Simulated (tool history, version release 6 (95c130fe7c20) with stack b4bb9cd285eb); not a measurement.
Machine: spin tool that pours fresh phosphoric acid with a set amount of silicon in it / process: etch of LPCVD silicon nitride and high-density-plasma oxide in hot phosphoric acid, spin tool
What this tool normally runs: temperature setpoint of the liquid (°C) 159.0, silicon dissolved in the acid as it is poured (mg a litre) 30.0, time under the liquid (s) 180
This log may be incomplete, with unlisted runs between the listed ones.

| run | hour | temperature setpoint of the liquid (°C) | silicon dissolved in the acid as it is poured (mg a litre) | time under the liquid (s) | wafers since the last listed run | hours since the thermometer was replaced | hours since the dissolved silicon flow meter was replaced | hours since the heated supply line was repaired | hours since the gauge calibration | read-back film thickness of the LPCVD silicon nitride reference wafer, read on the same gauge (nm) | read-back film thickness of the high-density-plasma oxide reference wafer, read on the same gauge (nm) | thickness taken off the LPCVD silicon nitride on a monitor wafer (Å) | thickness taken off the high-density-plasma oxide on a monitor wafer (Å) |
|---|---|---|---|---|---|---|---|---|---|---|---|---|---|
| 1 | 0.0 | 159.0 | 30.0 | 180 | 0 | 64.8 | 1952.9 | 2897.6 | 568.4 | 49.98 | 50.006 | 140.0 | 1.56 |
| 2 | 43.7 | 159.0 | 30.0 | 230 | 414 | 108.5 | 1996.6 | 2941.3 | 612.1 | 50.04 | 49.991 | 180.9 | 1.92 |
|  | 53.5 | heated supply line repaired |
| 3 | 96.6 | 159.0 | 30.0 | 180 | 492 | 161.4 | 2049.5 | 43.1 | 665.0 | 50.00 | 50.005 | 140.9 | 1.32 |
| 4 | 198.3 | 159.0 | 30.0 | 180 | 964 | 263.1 | 2151.2 | 144.8 | 766.7 | 49.98 | 49.979 | 142.1 | 1.12 |
| 5 | 241.3 | 159.0 | 30.0 | 180 | 407 | 306.1 | 2194.2 | 187.8 | 809.7 | 50.01 | 50.012 | 142.1 | 1.55 |
| 6 | 340.6 | 160.5 | 30.0 | 125 | 941 | 405.4 | 2293.5 | 287.1 | 909.0 | 50.03 | 50.021 | 105.1 | 1.44 |
| 7 | 390.4 | 159.0 | 30.0 | 180 | 472 | 455.2 | 2343.3 | 336.9 | 958.8 | 50.00 | 50.022 | 143.1 | 1.38 |
|  | 441.1 | dissolved silicon flow meter replaced |
| 8 | 441.6 | 160.0 | 50.0 | 125 | 476 | 506.4 | 0.5 | 388.1 | 1010.0 | 49.98 | 50.035 | 103.5 | 0.66 |
|  | 488.7 | thermometer replaced |
| 9 | 493.1 | 159.0 | 12.5 | 120 | 478 | 4.4 | 52.0 | 439.6 | 1061.5 | 49.99 | 50.002 | 92.6 | 1.56 |
|  | 528.2 | gauge calibrated |
| 10 | 561.4 | 160.0 | 38.0 | 75 | 647 | 72.7 | 120.3 | 507.9 | 33.2 | 50.01 | 50.012 | 59.4 | 0.35 |
| 11 | 661.7 | 162.0 | 41.0 | 100 | 951 | 173.0 | 220.6 | 608.2 | 133.5 | 50.00 | 50.007 | 86.4 | 0.57 |
| 12 | 732.6 | 162.0 | 7.0 | 90 | 672 | 243.9 | 291.5 | 679.1 | 204.4 | 50.01 | 50.008 | 78.8 | 2.50 |
| 13 | 793.7 | 159.0 | 30.0 | 180 | 579 | 305.0 | 352.6 | 740.2 | 265.5 | 49.97 | 49.988 | 142.5 | 1.75 |
| 14 | 874.3 | 157.5 | 40.5 | 95 | 764 | 385.6 | 433.2 | 820.8 | 346.1 | 49.98 | 49.984 | 72.2 | 0.32 |
| 15 | 916.8 | 161.5 | 30.0 | 210 | 402 | 428.1 | 475.7 | 863.3 | 388.6 | 50.02 | 50.008 | 179.4 | 1.45 |
| 16 | 986.8 | 157.5 | 40.5 | 95 | 663 | 498.1 | 545.7 | 933.3 | 458.6 | 50.02 | 49.989 | 72.5 | 0.54 |
| 17 | 1034.3 | 157.0 | 10.5 | 230 | 450 | 545.6 | 593.2 | 980.8 | 506.1 | 50.00 | 49.994 | 173.1 | 3.84 |
|  | 1042.9 | thermometer replaced |
| 18 | 1078.4 | 159.0 | 39.5 | 180 | 408 | 35.5 | 637.3 | 1024.9 | 550.2 | 50.02 | 49.960 | 139.3 | 0.82 |
| 19 | 1135.0 | 157.0 | 47.0 | 180 | 536 | 92.1 | 693.9 | 1081.5 | 606.8 | 49.99 | 49.988 | 130.9 | 0.65 |
| 20 | 1233.1 | 162.0 | 12.0 | 105 | 930 | 190.2 | 792.0 | 1179.6 | 704.9 | 49.98 | 49.989 | 90.3 | 1.56 |
| 21 | 1269.2 | 157.0 | 38.5 | 245 | 342 | 226.3 | 828.1 | 1215.7 | 741.0 | 50.00 | 49.993 | 179.0 | 1.12 |
| 22 | 1341.9 | 159.0 | 30.0 | 140 | 689 | 299.0 | 900.8 | 1288.4 | 813.7 | 50.00 | 49.989 | 112.2 | 1.39 |

Branching from run 22: 3 alternative next runs. What would each branch give?
| A | 1342.4 | 161.0 | 30.0 | 180 | 4 | 299.5 | 901.3 | 1288.9 | 814.2 | ? | ? | ? | ? |
| B | 1342.4 | 160.0 | 40.0 | 285 | 4 | 299.5 | 901.3 | 1288.9 | 814.2 | ? | ? | ? | ? |
| C | 1342.4 | 160.5 | 30.0 | 180 | 4 | 299.5 | 901.3 | 1288.9 | 814.2 | ? | ? | ? | ? |

| run | read-back film thickness of the LPCVD silicon nitride reference wafer, read on the same gauge (nm) | read-back film thickness of the high-density-plasma oxide reference wafer, read on the same gauge (nm) | thickness taken off the LPCVD silicon nitride on a monitor wafer (Å) | thickness taken off the high-density-plasma oxide on a monitor wafer (Å) |
|---|---|---|---|---|
| A | 50.03 | 50.001 | 152.3 | 2.31 |
| B | 50.03 | 50.001 | 233.3 | 2.04 |
| C | 50.03 | 50.001 | 149.8 | 2.23 |
Had the tool no hidden state, the same runs would have come out as:
| run | thickness taken off the LPCVD silicon nitride on a monitor wafer (Å) | thickness taken off the high-density-plasma oxide on a monitor wafer (Å) |
|---|---|---|
| A | 148.2 | 2.17 |
| B | 226.9 | 1.92 |
| C | 145.7 | 2.10 |
